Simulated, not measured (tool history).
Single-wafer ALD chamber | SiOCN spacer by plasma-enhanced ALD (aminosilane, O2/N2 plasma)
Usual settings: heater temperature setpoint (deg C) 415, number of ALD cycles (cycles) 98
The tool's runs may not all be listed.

| run | day | heater temperature setpoint (deg C) | number of ALD cycles (cycles) | wafers since the last listed run | hours since the last thermocouple change | hours since the gauge calibration | read-back reference wafer on the same gauge, thickness_nm | mean film thickness on the monitor wafer (nm) |
|---|---|---|---|---|---|---|---|---|
| 1 | 0 | 415 | 98 | 0 | 2024.2 | 6 | 6.064 | 5.252 |
| 2 | 3.038 | 415 | 98 | 290 | 2097.1 | 78.9 | 6.032 | 5.232 |
| 3 | 6.4 | 415 | 82 | 321 | 2177.8 | 159.6 | 6.014 | 4.361 |
| 4 | 9.483 | 415 | 98 | 294 | 2251.8 | 233.6 | 5.992 | 5.198 |
| 5 | 13.688 | 415 | 98 | 401 | 2352.7 | 334.5 | 5.99 | 5.188 |
| 6 | 15.821 | 415 | 98 | 203 | 2403.9 | 385.7 | 5.983 | 5.179 |
|  | 17.379 | thermocouple changed; heater temperature recalibrated |
| 7 | 18.683 | 410 | 98 | 241 | 31.3 | 454.4 | 5.98 | 5.243 |
|  | 20.854 | gauge calibrated |
| 8 | 21.638 | 402 | 88 | 282 | 102.2 | 18.8 | 6.079 | 4.889 |
| 9 | 24.371 | 415 | 90 | 261 | 167.8 | 84.4 | 6.047 | 4.816 |
| 10 | 26.838 | 402 | 88 | 235 | 227 | 143.6 | 6.027 | 4.859 |
| 11 | 30.696 | 425 | 82 | 368 | 319.6 | 236.2 | 6.029 | 4.23 |
| 12 | 34.238 | 429 | 83 | 338 | 404.6 | 321.2 | 6.011 | 4.225 |
| 13 | 38.317 | 415 | 111 | 389 | 502.5 | 419.1 | 6.007 | 5.871 |
| 14 | 42.1 | 415 | 98 | 361 | 593.3 | 509.9 | 5.997 | 5.192 |

Some steps in mean film thickness on the monitor wafer (nm) between neighbouring runs. How much of each would the tool show without its hidden state too (settings, what came in, random variation), and how much is left for the hidden state, with any gauge scatter that isn't in both results?
The hidden state here: wafer temperature above the value expected at the setpoint (K); gauge reads high (%).
Run 7 -> 8: heater temperature setpoint (deg C) 410 -> 402, number of ALD cycles (cycles) 98 -> 88, gauge calibrated. mean film thickness on the monitor wafer (nm) -0.354: hidden state +0.084, all else -0.438.
Run 12 -> 13: heater temperature setpoint (deg C) 429 -> 415, number of ALD cycles (cycles) 83 -> 111. mean film thickness on the monitor wafer (nm) +1.646: hidden state -0.023, all else +1.669.

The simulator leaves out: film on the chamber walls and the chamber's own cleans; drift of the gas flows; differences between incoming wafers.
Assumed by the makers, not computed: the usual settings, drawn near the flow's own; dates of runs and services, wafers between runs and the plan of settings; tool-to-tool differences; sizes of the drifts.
